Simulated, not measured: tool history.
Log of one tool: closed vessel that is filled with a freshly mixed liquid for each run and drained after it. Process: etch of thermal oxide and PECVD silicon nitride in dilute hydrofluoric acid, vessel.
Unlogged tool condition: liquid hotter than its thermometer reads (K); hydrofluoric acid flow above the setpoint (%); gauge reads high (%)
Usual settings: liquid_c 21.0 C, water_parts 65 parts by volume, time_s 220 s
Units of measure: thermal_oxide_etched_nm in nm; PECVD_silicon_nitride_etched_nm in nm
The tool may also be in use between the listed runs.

run	day	liquid_c	water_parts	time_s	wafers since the last listed run	hours since the thermometer was replaced	hours since the hydrofluoric acid flow meter was replaced	hours since the gauge calibration	read-back film thickness of the thermal oxide reference wafer, read on the same gauge (nm)	read-back film thickness of the PECVD silicon nitride reference wafer, read on the same gauge (nm)	thermal_oxide_etched_nm	PECVD_silicon_nitride_etched_nm
1	0.000	18.5	65	220	0	1963.0	1297.3	537.5	149.96	130.01	15.51	7.50
2	1.442	18.5	65	220	2583	1997.6	1331.9	572.1	149.95	130.01	15.37	7.50
3	2.579	21.0	65	220	2038	2024.9	1359.2	599.4	150.01	130.00	17.20	8.89
4	3.088	21.0	65	220	910	2037.1	1371.4	611.6	149.98	129.99	17.14	8.96
5	4.271	21.0	65	220	2120	2065.5	1399.8	640.0	150.01	130.00	17.10	8.97
6	4.796	21.0	80	320	940	2078.1	1412.4	652.6	149.99	130.03	20.28	10.58
7	5.400	21.0	80	320	1082	2092.6	1426.9	667.1	149.99	130.00	19.96	10.66
8	6.242	21.0	80	320	1508	2112.8	1447.1	687.3	150.01	129.99	20.02	10.73
9	7.621	19.0	80	220	2471	2145.9	1480.2	720.4	150.01	130.01	12.75	6.29
# day 8.071: hydrofluoric acid flow meter replaced
# day 8.175: thermometer replaced
# day 8.904: gauge calibrated
10	9.125	19.0	80	220	2545	22.8	25.3	5.3	150.00	130.00	11.83	6.09
11	9.842	19.0	80	220	1284	40.0	42.5	22.5	150.04	130.01	11.88	6.01
12	10.721	21.0	65	220	1575	61.1	63.6	43.6	150.04	129.98	16.04	8.51
13	11.438	21.0	65	295	1284	78.3	80.8	60.8	150.00	130.00	21.33	11.43
14	11.975	26.0	40	345	963	91.2	93.7	73.7	150.03	130.00	52.43	30.18
15	12.546	21.0	65	220	1022	104.9	107.4	87.4	150.01	130.01	16.22	8.52
16	13.738	23.5	80	220	2135	133.5	136.0	116.0	149.99	130.01	14.52	8.20
17	15.112	18.0	90	185	2463	166.5	169.0	149.0	149.98	129.99	8.48	4.21
18	16.396	21.0	50	220	2299	197.3	199.8	179.8	149.98	129.99	21.79	11.09
19	17.654	21.0	65	270	2254	227.5	230.0	210.0	149.97	130.02	20.03	10.55
20	18.633	21.0	65	220	1754	251.0	253.5	233.5	149.97	129.99	16.47	8.56
21	19.842	21.0	65	220	2165	280.0	282.5	262.5	149.98	129.99	16.28	8.56
22	20.700	17.0	90	100	1538	300.6	303.1	283.1	149.99	129.99	4.39	2.14
23	21.350	18.0	90	150	1164	316.2	318.7	298.7	150.03	129.99	6.85	3.46
24	22.592	21.0	65	220	2224	346.0	348.5	328.5	149.99	129.98	16.45	8.64
25	23.812	24.5	65	220	2187	375.3	377.8	357.8	150.04	130.01	19.15	10.89

Alternative continuations, all from the tool just after run 25; predict every row:
A	23.842	21.0	65	220	52	376.0	378.5	358.5	?	?	?	?
B	23.842	21.0	85	220	52	376.0	378.5	358.5	?	?	?	?
C	23.842	21.0	45	305	52	376.0	378.5	358.5	?	?	?	?
D	23.842	25.0	40	260	52	376.0	378.5	358.5	?	?	?	?
E	23.842	25.0	50	150	52	376.0	378.5	358.5	?	?	?	?

run	read-back film thickness of the thermal oxide reference wafer, read on the same gauge (nm)	read-back film thickness of the PECVD silicon nitride reference wafer, read on the same gauge (nm)	thermal_oxide_etched_nm	PECVD_silicon_nitride_etched_nm
A	149.99	129.99	16.38	8.48
B	149.99	129.99	12.24	6.53
C	149.99	129.99	33.60	16.83
D	149.99	129.99	38.33	21.15
E	149.99	129.99	17.45	9.81
With the hidden condition removed and each run's random variation left untouched, the same runs would have given:
run	thermal_oxide_etched_nm	PECVD_silicon_nitride_etched_nm
A	15.95	8.28
B	11.91	6.37
C	32.73	16.43
D	37.33	20.63
E	17.00	9.57
